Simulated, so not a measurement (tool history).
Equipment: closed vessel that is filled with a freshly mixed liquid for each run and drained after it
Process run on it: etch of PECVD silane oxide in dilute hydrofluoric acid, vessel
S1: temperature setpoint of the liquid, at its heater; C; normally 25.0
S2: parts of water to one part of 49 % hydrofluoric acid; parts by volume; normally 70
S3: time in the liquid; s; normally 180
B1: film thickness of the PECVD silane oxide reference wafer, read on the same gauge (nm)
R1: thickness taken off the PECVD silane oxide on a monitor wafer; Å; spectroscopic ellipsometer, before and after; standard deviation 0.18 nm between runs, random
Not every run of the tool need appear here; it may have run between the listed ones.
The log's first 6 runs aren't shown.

run,hour,S1,S2,S3,B1,R1
7,476.0,25.0,70,180,79.99,428.4
8,580.8,25.0,70,180,80.02,427.8
9,638.5,25.0,70,180,80.00,425.7
10,707.6,25.0,70,180,80.00,428.7
11,790.5,25.0,50,290,80.01,1002.8
# hour 811.3: thermometer replaced
12,898.1,21.0,55,145,80.00,370.1
13,1004.6,25.0,70,180,80.01,423.9
14,1131.3,27.0,60,95,80.01,287.4
15,1235.2,28.0,70,180,80.01,479.9
16,1307.6,28.0,40,180,80.00,882.2
17,1363.1,21.5,60,250,79.98,615.3
18,1433.6,25.0,70,215,80.01,513.8
19,1492.3,25.0,105,180,80.01,276.3
20,1534.5,25.0,70,180,80.01,432.5
21,1630.3,28.5,45,150,79.99,674.4
22,1700.9,23.5,45,230,80.01,845.7
# hour 1711.3: thermometer replaced
23,1783.2,27.0,70,75,79.99,189.4
24,1855.0,21.5,55,245,80.02,649.3
25,1898.8,28.0,70,245,80.01,645.4
# hour 2022.2: hydrofluoric acid flow meter replaced
26,2048.1,25.0,70,180,80.00,424.3
27,2110.8,25.0,70,180,80.01,430.0
28,2161.1,28.0,60,180,80.01,571.4
29,2215.9,21.5,105,180,79.99,236.9
30,2321.9,25.0,70,180,80.00,431.7
31,2370.0,25.0,70,180,80.00,432.7

The next listed run, before its measurement:
# hour 2394.9: thermometer replaced
32,2432.4,21.0,85,120,?,?

{"run 32": {"B1": 80.02, "R1": 191.3}}
Were there no unlogged condition in the tool, this run, its random variation unchanged, would have produced R1 189.8 Å.
